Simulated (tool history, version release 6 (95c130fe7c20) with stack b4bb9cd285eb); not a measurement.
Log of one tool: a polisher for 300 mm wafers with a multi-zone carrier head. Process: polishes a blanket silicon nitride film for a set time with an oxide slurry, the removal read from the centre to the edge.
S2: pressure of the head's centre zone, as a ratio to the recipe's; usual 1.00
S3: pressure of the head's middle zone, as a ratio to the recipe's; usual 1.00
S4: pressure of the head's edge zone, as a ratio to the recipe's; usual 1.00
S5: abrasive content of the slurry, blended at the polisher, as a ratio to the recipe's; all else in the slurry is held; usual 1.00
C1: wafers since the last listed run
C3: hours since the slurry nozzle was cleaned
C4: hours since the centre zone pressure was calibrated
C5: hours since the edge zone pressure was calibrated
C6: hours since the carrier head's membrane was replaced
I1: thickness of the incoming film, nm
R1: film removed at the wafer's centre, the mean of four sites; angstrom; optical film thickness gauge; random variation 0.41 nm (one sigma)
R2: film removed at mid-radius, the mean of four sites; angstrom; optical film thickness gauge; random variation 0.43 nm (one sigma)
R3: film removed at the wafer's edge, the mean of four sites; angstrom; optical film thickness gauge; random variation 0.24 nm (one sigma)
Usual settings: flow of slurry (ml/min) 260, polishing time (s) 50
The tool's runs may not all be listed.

{"run": 1, "hour": 0.0, "flow of slurry (ml/min)": 260, "S2": 1.0, "S3": 0.94, "S4": 1.0, "S5": 1.0, "polishing time (s)": 50, "C1": 0, "wafers polished on this pad": 1570, "C3": 466.4, "C4": 12.8, "C5": 480.9, "C6": 984.5, "I1": 350.6, "R1": 348, "R2": 315, "R3": 355}
{"run": 2, "hour": 26.6, "flow of slurry (ml/min)": 260, "S2": 1.0, "S3": 1.0, "S4": 1.0, "S5": 1.0, "polishing time (s)": 50, "C1": 238, "wafers polished on this pad": 1809, "C3": 493.0, "C4": 39.4, "C5": 507.5, "C6": 1011.1, "I1": 357.2, "R1": 348, "R2": 333, "R3": 362}
{"hour": 47.6, "done": "slurry nozzle cleaned"}
{"run": 3, "hour": 58.9, "flow of slurry (ml/min)": 260, "S2": 1.0, "S3": 1.0, "S4": 1.0, "S5": 1.0, "polishing time (s)": 50, "C1": 281, "wafers polished on this pad": 2090, "C3": 11.3, "C4": 71.7, "C5": 539.8, "C6": 1043.4, "I1": 354.1, "R1": 340, "R2": 339, "R3": 358}
{"run": 4, "hour": 83.2, "flow of slurry (ml/min)": 260, "S2": 1.0, "S3": 1.0, "S4": 1.0, "S5": 1.0, "polishing time (s)": 50, "C1": 218, "wafers polished on this pad": 2308, "C3": 35.6, "C4": 96.0, "C5": 564.1, "C6": 1067.7, "I1": 353.8, "R1": 350, "R2": 326, "R3": 360}
{"run": 5, "hour": 122.3, "flow of slurry (ml/min)": 305, "S2": 1.0, "S3": 0.96, "S4": 1.0, "S5": 1.0, "polishing time (s)": 50, "C1": 351, "wafers polished on this pad": 2659, "C3": 74.7, "C4": 135.1, "C5": 603.2, "C6": 1106.8, "I1": 342.9, "R1": 349, "R2": 324, "R3": 359}
{"hour": 129.7, "done": "edge zone pressure recalibrated"}
{"run": 6, "hour": 154.6, "flow of slurry (ml/min)": 260, "S2": 1.0, "S3": 0.91, "S4": 1.0, "S5": 1.0, "polishing time (s)": 50, "C1": 272, "wafers polished on this pad": 2931, "C3": 107.0, "C4": 167.4, "C5": 24.9, "C6": 1139.1, "I1": 350.1, "R1": 353, "R2": 312, "R3": 357}
{"hour": 162.8, "done": "worn pad replaced by a new one"}
{"run": 7, "hour": 199.3, "flow of slurry (ml/min)": 260, "S2": 1.0, "S3": 0.93, "S4": 1.0, "S5": 1.0, "polishing time (s)": 50, "C1": 365, "wafers polished on this pad": 328, "C3": 151.7, "C4": 212.1, "C5": 69.6, "C6": 1183.8, "I1": 352.5, "R1": 348, "R2": 314, "R3": 358}
{"run": 8, "hour": 235.2, "flow of slurry (ml/min)": 175, "S2": 0.96, "S3": 1.0, "S4": 1.0, "S5": 1.0, "polishing time (s)": 57, "C1": 322, "wafers polished on this pad": 650, "C3": 187.6, "C4": 248.0, "C5": 105.5, "C6": 1219.7, "I1": 349.0, "R1": 367, "R2": 364, "R3": 401}
{"run": 9, "hour": 303.7, "flow of slurry (ml/min)": 260, "S2": 0.88, "S3": 1.07, "S4": 1.0, "S5": 1.0, "polishing time (s)": 50, "C1": 615, "wafers polished on this pad": 1265, "C3": 256.1, "C4": 316.5, "C5": 174.0, "C6": 1288.2, "I1": 351.3, "R1": 308, "R2": 341, "R3": 356}
{"run": 10, "hour": 348.3, "flow of slurry (ml/min)": 260, "S2": 0.95, "S3": 1.0, "S4": 1.0, "S5": 1.2, "polishing time (s)": 41, "C1": 400, "wafers polished on this pad": 1666, "C3": 300.7, "C4": 361.1, "C5": 218.6, "C6": 1332.8, "I1": 347.5, "R1": 297, "R2": 292, "R3": 316}
{"run": 11, "hour": 378.0, "flow of slurry (ml/min)": 260, "S2": 1.0, "S3": 0.89, "S4": 1.0, "S5": 1.0, "polishing time (s)": 50, "C1": 266, "wafers polished on this pad": 1932, "C3": 330.4, "C4": 390.8, "C5": 248.3, "C6": 1362.5, "I1": 348.2, "R1": 346, "R2": 299, "R3": 360}
{"run": 12, "hour": 413.1, "flow of slurry (ml/min)": 260, "S2": 1.0, "S3": 1.0, "S4": 1.0, "S5": 1.0, "polishing time (s)": 50, "C1": 315, "wafers polished on this pad": 2247, "C3": 365.5, "C4": 425.9, "C5": 283.4, "C6": 1397.6, "I1": 352.1, "R1": 351, "R2": 324, "R3": 358}
{"hour": 422.5, "done": "carrier head's membrane replaced by a new one"}
{"run": 13, "hour": 480.3, "flow of slurry (ml/min)": 210, "S2": 0.88, "S3": 1.0, "S4": 1.0, "S5": 1.3, "polishing time (s)": 50, "C1": 558, "wafers polished on this pad": 2806, "C3": 432.7, "C4": 493.1, "C5": 350.6, "C6": 57.8, "I1": 342.3, "R1": 329, "R2": 354, "R3": 385}
{"hour": 486.7, "done": "worn pad replaced by a new one"}
{"run": 14, "hour": 520.8, "flow of slurry (ml/min)": 260, "S2": 1.0, "S3": 1.07, "S4": 1.0, "S5": 1.0, "polishing time (s)": 62, "C1": 327, "wafers polished on this pad": 305, "C3": 473.2, "C4": 533.6, "C5": 391.1, "C6": 98.3, "I1": 349.3, "R1": 433, "R2": 434, "R3": 444}
{"run": 15, "hour": 575.4, "flow of slurry (ml/min)": 285, "S2": 1.11, "S3": 0.93, "S4": 0.96, "S5": 1.0, "polishing time (s)": 50, "C1": 490, "wafers polished on this pad": 796, "C3": 527.8, "C4": 588.2, "C5": 445.7, "C6": 152.9, "I1": 352.8, "R1": 382, "R2": 313, "R3": 358}
{"hour": 618.1, "done": "slurry nozzle cleaned"}
{"run": 16, "hour": 624.4, "flow of slurry (ml/min)": 260, "S2": 1.0, "S3": 1.0, "S4": 1.0, "S5": 1.3, "polishing time (s)": 59, "C1": 431, "wafers polished on this pad": 1227, "C3": 6.3, "C4": 637.2, "C5": 494.7, "C6": 201.9, "I1": 354.4, "R1": 451, "R2": 431, "R3": 462}
{"run": 17, "hour": 669.1, "flow of slurry (ml/min)": 225, "S2": 0.94, "S3": 1.0, "S4": 1.05, "S5": 1.0, "polishing time (s)": 42, "C1": 401, "wafers polished on this pad": 1628, "C3": 51.0, "C4": 681.9, "C5": 539.4, "C6": 246.6, "I1": 351.5, "R1": 268, "R2": 280, "R3": 307}
{"run": 18, "hour": 723.6, "flow of slurry (ml/min)": 315, "S2": 0.89, "S3": 1.0, "S4": 1.0, "S5": 0.85, "polishing time (s)": 61, "C1": 489, "wafers polished on this pad": 2117, "C3": 105.5, "C4": 736.4, "C5": 593.9, "C6": 301.1, "I1": 351.7, "R1": 355, "R2": 390, "R3": 415}
{"hour": 734.4, "done": "edge zone pressure recalibrated"}
{"run": 19, "hour": 756.7, "flow of slurry (ml/min)": 260, "S2": 1.06, "S3": 0.9, "S4": 1.0, "S5": 1.1, "polishing time (s)": 63, "C1": 279, "wafers polished on this pad": 2397, "C3": 138.6, "C4": 769.5, "C5": 22.3, "C6": 334.2, "I1": 348.2, "R1": 481, "R2": 388, "R3": 468}
{"hour": 769.0, "done": "worn pad replaced by a new one"}
{"run": 20, "hour": 820.5, "flow of slurry (ml/min)": 260, "S2": 1.0, "S3": 1.0, "S4": 1.0, "S5": 1.0, "polishing time (s)": 50, "C1": 536, "wafers polished on this pad": 462, "C3": 202.4, "C4": 833.3, "C5": 86.1, "C6": 398.0, "I1": 344.7, "R1": 349, "R2": 333, "R3": 355}
{"run": 21, "hour": 863.6, "flow of slurry (ml/min)": 260, "S2": 1.0, "S3": 1.0, "S4": 1.0, "S5": 1.0, "polishing time (s)": 50, "C1": 387, "wafers polished on this pad": 849, "C3": 245.5, "C4": 876.4, "C5": 129.2, "C6": 441.1, "I1": 346.5, "R1": 343, "R2": 328, "R3": 358}

The tool's hidden state at each run:
removal rate lost through wear of the pad, %: 0 in every run
slurry flow missing at the pad, %: 0 in every run
deviation of the centre zone's pressure from its setpoint, %: 0 in every run
deviation of the edge zone's pressure from its setpoint, %: 0 in every run
